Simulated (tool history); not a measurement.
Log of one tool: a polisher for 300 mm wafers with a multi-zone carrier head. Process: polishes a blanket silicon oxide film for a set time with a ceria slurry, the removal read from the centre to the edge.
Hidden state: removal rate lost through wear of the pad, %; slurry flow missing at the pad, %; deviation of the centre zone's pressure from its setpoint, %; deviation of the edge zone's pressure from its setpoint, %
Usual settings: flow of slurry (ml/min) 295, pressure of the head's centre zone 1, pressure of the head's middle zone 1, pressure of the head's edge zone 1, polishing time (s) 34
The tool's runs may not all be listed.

run   hour  flow of slurry (ml/min)  pressure of the head's centre zone  pressure of the head's middle zone  pressure of the head's edge zone  polishing time (s)  wafers since the last listed run  wafers polished on this pad  hours since the slurry nozzle was cleaned  hours since the centre zone pressure was calibrated  hours since the edge zone pressure was calibrated  hours since the carrier head's membrane was replaced  incoming thickness of the incoming film, nm  film removed at the wafer's centre (angstrom)  film removed at mid-radius (angstrom)  film removed at the wafer's edge (angstrom)
  1      0                      295                                   1                                0.92                                 1                  34                                 0                           57                                        406                                                   18                                              524.6                                                1304.8                                       1673.1                                           2139                                   1953                                         2195
      43.9  -- slurry nozzle cleaned
      44.3  -- carrier head's membrane replaced by a new one
  2  105.7                      295                                   1                                0.92                                 1                  34                               964                         1022                                       61.8                                                123.7                                              630.3                                                  61.4                                       1678.9                                           2104                                   1902                                         2119
     205.5  -- worn pad replaced by a new one
  3  206.6                      295                                   1                                   1                                 1                  34                               895                            9                                      162.7                                                224.6                                              731.2                                                 162.3                                       1676.3                                           2258                                   2241                                         2330
     210.7  -- edge zone pressure recalibrated
  4  223.3                      295                                   1                                   1                                 1                  34                               135                          145                                      179.4                                                241.3                                               12.6                                                   179                                       1659.2                                           2228                                   2188                                         2254
  5    257                      205                                   1                                   1                                 1                  43                               311                          457                                      213.1                                                  275                                               46.3                                                 212.7                                       1691.1                                           2512                                   2499                                         2603
  6  291.7                      350                                1.08                                1.07                              1.06                  34                               320                          778                                      247.8                                                309.7                                                 81                                                 247.4                                       1685.6                                           2245                                   2220                                         2221
  7  315.1                      295                                0.96                                   1                                 1                  26                               216                          994                                      271.2                                                333.1                                              104.4                                                 270.8                                       1682.5                                           1502                                   1572                                         1602
  8  337.7                      295                                   1                                   1                              0.94                  34                               208                         1203                                      293.8                                                355.7                                                127                                                 293.4                                       1691.6                                           2030                                   1993                                         2009
  9  352.6                      260                                0.96                                1.11                                 1                  44                               137                         1341                                      308.7                                                370.6                                              141.9                                                 308.3                                       1682.8                                           2425                                   2737                                         2617
 10  385.6                      295                                   1                                   1                                 1                  34                               305                         1646                                      341.7                                                403.6                                              174.9                                                 341.3                                       1678.9                                           1975                                   1934                                         2024
     391.5  -- centre zone pressure recalibrated
     403.4  -- slurry nozzle cleaned
 11  406.2                      295                                1.09                                   1                                 1                  24                               162                         1809                                        2.8                                                 14.7                                              195.5                                                 361.9                                       1676.9                                           1573                                   1441                                         1471
     411.2  -- worn pad replaced by a new one
 12  435.8                      380                                0.95                                0.95                               0.9                  34                               236                          227                                       32.4                                                 44.3                                              225.1                                                 391.5                                       1716.4                                           2176                                   2111                                         2137
 13  448.5                      225                                   1                                 0.9                                 1                  34                               117                          345                                       45.1                                                   57                                              237.8                                                 404.2                                         1677                                           2087                                   1868                                         2136
 14  477.5                      295                                   1                                   1                                 1                  34                               268                          613                                       74.1                                                   86                                              266.8                                                 433.2                                       1682.8                                           2125                                   2104                                         2130
 15  496.8                      295                                   1                                   1                                 1                  34                               178                          791                                       93.4                                                105.3                                              286.1                                                 452.5                                       1687.9                                           2067                                   2043                                         2123
 16  529.7                      295                                   1                                   1                                 1                  34                               304                         1096                                      126.3                                                138.2                                                319                                                 485.4                                       1689.7                                           2062                                   2020                                         2100
 17  560.7                      295                                   1                                0.92                                 1                  34                               286                         1382                                      157.3                                                169.2                                                350                                                 516.4                                       1671.2                                           2035                                   1879                                         2082
 18  583.8                      295                                   1                                   1                              0.96                  34                               213                         1596                                      180.4                                                192.3                                              373.1                                                 539.5                                       1694.8                                           2057                                   1994                                         2025
 19  610.4                      295                                   1                                   1                                 1                  34                               245                         1842                                        207                                                218.9                                              399.7                                                 566.1                                       1674.1                                           2023                                   1966                                         2064
     619.7  -- worn pad replaced by a new one
 20    637                      350                                   1                                   1                               1.1                  34                               208                          159                                      233.6                                                245.5                                              426.3                                                 592.7                                       1677.9                                           2247                                   2208                                         2311
 21  649.1                      295                                   1                                   1                               1.1                  34                               111                          271                                      245.7                                                257.6                                              438.4                                                 604.8                                       1665.3                                           2189                                   2110                                         2303

5 ways to go on from here, each from the tool as it stands after run 21. What would each give?
  A  649.5                      295                                   1                                0.95                                 1                  34                                 3                          275                                      246.1                                                  258                                              438.8                                                 605.2                                       1704.1                                              ?                                      ?                                            ?
  B  649.5                      385                                 1.1                                0.93                                 1                  45                                 3                          275                                      246.1                                                  258                                              438.8                                                 605.2                                       1704.1                                              ?                                      ?                                            ?
  C  649.5                      400                                   1                                1.04                                 1                  34                                 3                          275                                      246.1                                                  258                                              438.8                                                 605.2                                       1704.1                                              ?                                      ?                                            ?
  D  649.5                      295                                1.06                                   1                              1.06                  34                                 3                          275                                      246.1                                                  258                                              438.8                                                 605.2                                       1704.1                                              ?                                      ?                                            ?
  E  649.5                      295                                1.07                                   1                                 1                  34                                 3                          275                                      246.1                                                  258                                              438.8                                                 605.2                                       1704.1                                              ?                                      ?                                            ?

run  film removed at the wafer's centre (angstrom)  film removed at mid-radius (angstrom)  film removed at the wafer's edge (angstrom)
  A                                           2175                                   2053                                         2226
  B                                           3251                                   2746                                         3013
  C                                           2257                                   2289                                         2280
  D                                           2298                                   2142                                         2275
  E                                           2318                                   2142                                         2225
Without the tool's hidden state the same runs would have given:
run  film removed at the wafer's centre (angstrom)  film removed at mid-radius (angstrom)  film removed at the wafer's edge (angstrom)
  A                                           2315                                   2180                                         2354
  B                                           3442                                   2903                                         3176
  C                                           2388                                   2418                                         2401
  D                                           2445                                   2275                                         2405
  E                                           2467                                   2275                                         2352
